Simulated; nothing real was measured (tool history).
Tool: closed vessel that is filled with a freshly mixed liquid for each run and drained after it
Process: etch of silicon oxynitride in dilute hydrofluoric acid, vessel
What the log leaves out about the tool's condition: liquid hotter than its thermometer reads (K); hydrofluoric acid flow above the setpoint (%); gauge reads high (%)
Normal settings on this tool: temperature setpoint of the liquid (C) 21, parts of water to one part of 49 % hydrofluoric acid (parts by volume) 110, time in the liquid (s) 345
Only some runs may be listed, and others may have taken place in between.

run,hour,temperature setpoint of the liquid (C),parts of water to one part of 49 % hydrofluoric acid (parts by volume),time in the liquid (s),wafers since the last listed run,hours since the thermometer was replaced,hours since the hydrofluoric acid flow meter was replaced,hours since the gauge calibration,"read-back film thickness of the silicon oxynitride reference wafer, read on the same gauge (nm)",thickness taken off the silicon oxynitride on a monitor wafer (Å)
1,0,21,140,345,0,977.7,1097.6,230.3,29.99,65.9
2,31.5,22.5,110,345,2613,1009.2,1129.1,261.8,30,92
3,61.6,23.5,110,265,2497,1039.3,1159.2,291.9,30.03,74
4,93.2,23.5,110,265,2621,1070.9,1190.8,323.5,29.94,73.4
5,110.3,23.5,110,265,1418,1088,1207.9,340.6,29.96,72.8
6,124.4,21,150,345,1169,1102.1,1222,354.7,30.03,60.9
7,140.5,21,150,345,1335,1118.2,1238.1,370.8,30,59.5
8,154.9,21,150,345,1194,1132.6,1252.5,385.2,30.02,60
# hour 172.6: gauge calibrated
# hour 237.6: thermometer replaced
9,242.7,21,110,345,7202,5.1,1340.3,70.1,30,86.3
10,264.9,21,110,345,1842,27.3,1362.5,92.3,30.05,85.7
11,283.5,21,110,205,1543,45.9,1381.1,110.9,30.03,51
12,301.1,21,60,155,1460,63.5,1398.7,128.5,30.07,74.4
13,327.3,21,110,345,2173,89.7,1424.9,154.7,29.98,86
# hour 351.1: hydrofluoric acid flow meter replaced
14,354.9,21,80,200,2207,117.3,3.8,182.3,30.02,69.4
15,428.4,22.5,85,345,6098,190.8,77.3,255.8,29.98,121.5
16,446.6,21,110,345,1510,209,95.5,274,30,83.9
17,462.9,17,145,485,1352,225.3,111.8,290.3,29.99,71.6
18,478.7,19,130,430,1310,241.1,127.6,306.1,30.02,80.8
19,491,18.5,85,345,1020,253.4,139.9,318.4,29.99,99.8
20,506,17.5,60,345,1244,268.4,154.9,333.4,30.01,134.1
# hour 515.6: gauge calibrated
21,522.2,21,110,345,1344,284.6,171.1,6.6,29.99,86.5
22,550.9,24,110,345,2381,313.3,199.8,35.3,29.97,98.7

Across each entry between runs, compare the hidden state at the last listed run before it with the hidden state at the first listed run after it:
Between runs 8 and 9: gauge calibrated (hour 172.6); thermometer replaced (hour 237.6)
  no difference in the tool's unlogged condition between these two runs
Between runs 13 and 14: hydrofluoric acid flow meter replaced (hour 351.1)
  no difference in the tool's unlogged condition between these two runs
Between runs 20 and 21: gauge calibrated (hour 515.6)
  no difference in the tool's unlogged condition between these two runs
